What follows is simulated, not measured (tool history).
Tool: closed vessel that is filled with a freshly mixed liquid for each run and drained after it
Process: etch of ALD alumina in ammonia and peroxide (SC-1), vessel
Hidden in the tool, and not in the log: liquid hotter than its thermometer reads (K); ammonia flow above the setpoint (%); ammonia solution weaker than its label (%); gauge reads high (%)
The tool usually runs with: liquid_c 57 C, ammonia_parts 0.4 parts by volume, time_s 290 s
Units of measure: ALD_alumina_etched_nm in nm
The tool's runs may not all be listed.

run,hour,liquid_c,ammonia_parts,time_s,wafers since the last listed run,hours since the thermometer was replaced,hours since the ammonia flow meter was replaced,hours since the drum of ammonia solution was connected,hours since the gauge calibration,"read-back film thickness of the ALD alumina reference wafer, read on the same gauge (nm)",ALD_alumina_etched_nm
1,0,57,0.4,290,0,2229.4,1363.3,528.6,112.7,119.99,20.71
2,13.7,57,0.4,290,1644,2243.1,1377,542.3,126.4,120,20.6
3,22.2,57,0.4,290,1020,2251.6,1385.5,550.8,134.9,119.99,20.97
4,32.9,57,0.4,290,1284,2262.3,1396.2,561.5,145.6,119.99,20.74
5,47.4,57,0.4,215,1740,2276.8,1410.7,576,160.1,120,15.38
6,53.9,57,0.4,215,780,2283.3,1417.2,582.5,166.6,120.02,15.38
7,69.3,57,0.4,165,1848,2298.7,1432.6,597.9,182,119.99,11.83
8,83,57,0.55,240,1644,2312.4,1446.3,611.6,195.7,120,17.69
9,89.1,48.5,0.2,115,732,2318.5,1452.4,617.7,201.8,120.01,4.98
10,104.2,62.5,0.5,160,1812,2333.6,1467.5,632.8,216.9,119.99,15.48
11,121.7,57,0.4,290,2100,2351.1,1485,650.3,234.4,120,21.03
12,128.6,57,0.4,215,828,2358,1491.9,657.2,241.3,120.01,15.53
13,136,57,0.4,290,888,2365.4,1499.3,664.6,248.7,120,21
14,145.7,57,0.4,290,1164,2375.1,1509,674.3,258.4,119.96,20.62
# hour 157.5: ammonia flow meter replaced
15,160.4,53,0.35,425,1644,2389.8,2.9,689,273.1,120.01,24.57
# hour 173.8: gauge calibrated
16,176.1,49.5,0.55,380,1884,2405.5,18.6,704.7,2.3,120.01,19.11
17,189.5,66,0.25,370,1608,2418.9,32,718.1,15.7,120,39.8
# hour 194: new drum of ammonia solution connected
18,203.7,48.5,0.2,115,1584,2433.1,46.2,9.7,29.9,120,4.95
19,214.5,57,0.45,420,1296,2443.9,57,20.5,40.7,119.98,30.94
# hour 222.4: thermometer replaced
20,228,57,0.3,290,1500,5.6,70.5,34,54.2,119.98,17.62
21,242.3,57,0.25,290,1716,19.9,84.8,48.3,68.5,119.97,17.44
22,255.7,57,0.4,115,1608,33.3,98.2,61.7,81.9,119.99,7.26
23,272.6,53,0.55,195,2028,50.2,115.1,78.6,98.8,119.99,10.14
24,278.8,51.5,0.55,350,744,56.4,121.3,84.8,105,120,16.88
25,292.3,57,0.4,450,1620,69.9,134.8,98.3,118.5,120.01,28.27
26,305,51.5,0.55,350,1524,82.6,147.5,111,131.2,119.99,16.94
27,316.5,57,0.4,290,1380,94.1,159,122.5,142.7,120.03,18.32
28,332.9,57,0.4,290,1968,110.5,175.4,138.9,159.1,120.01,18.42

Branching from run 28: 5 alternative next runs. What would each branch give?
A,333.6,57,0.4,290,84,111.2,176.1,139.6,159.8,?,?
B,333.6,47.5,0.55,290,84,111.2,176.1,139.6,159.8,?,?
C,333.6,62.5,0.4,450,84,111.2,176.1,139.6,159.8,?,?
D,333.6,57,0.55,370,84,111.2,176.1,139.6,159.8,?,?
E,333.6,57,0.4,440,84,111.2,176.1,139.6,159.8,?,?

run,"read-back film thickness of the ALD alumina reference wafer, read on the same gauge (nm)",ALD_alumina_etched_nm
A,120.02,18.38
B,120.02,11.33
C,120.02,37.84
D,120.02,24.17
E,120.02,27.89
Without the tool's hidden state the same runs would have given:
run,ALD_alumina_etched_nm
A,18.23
B,11.23
C,37.54
D,23.97
E,27.66

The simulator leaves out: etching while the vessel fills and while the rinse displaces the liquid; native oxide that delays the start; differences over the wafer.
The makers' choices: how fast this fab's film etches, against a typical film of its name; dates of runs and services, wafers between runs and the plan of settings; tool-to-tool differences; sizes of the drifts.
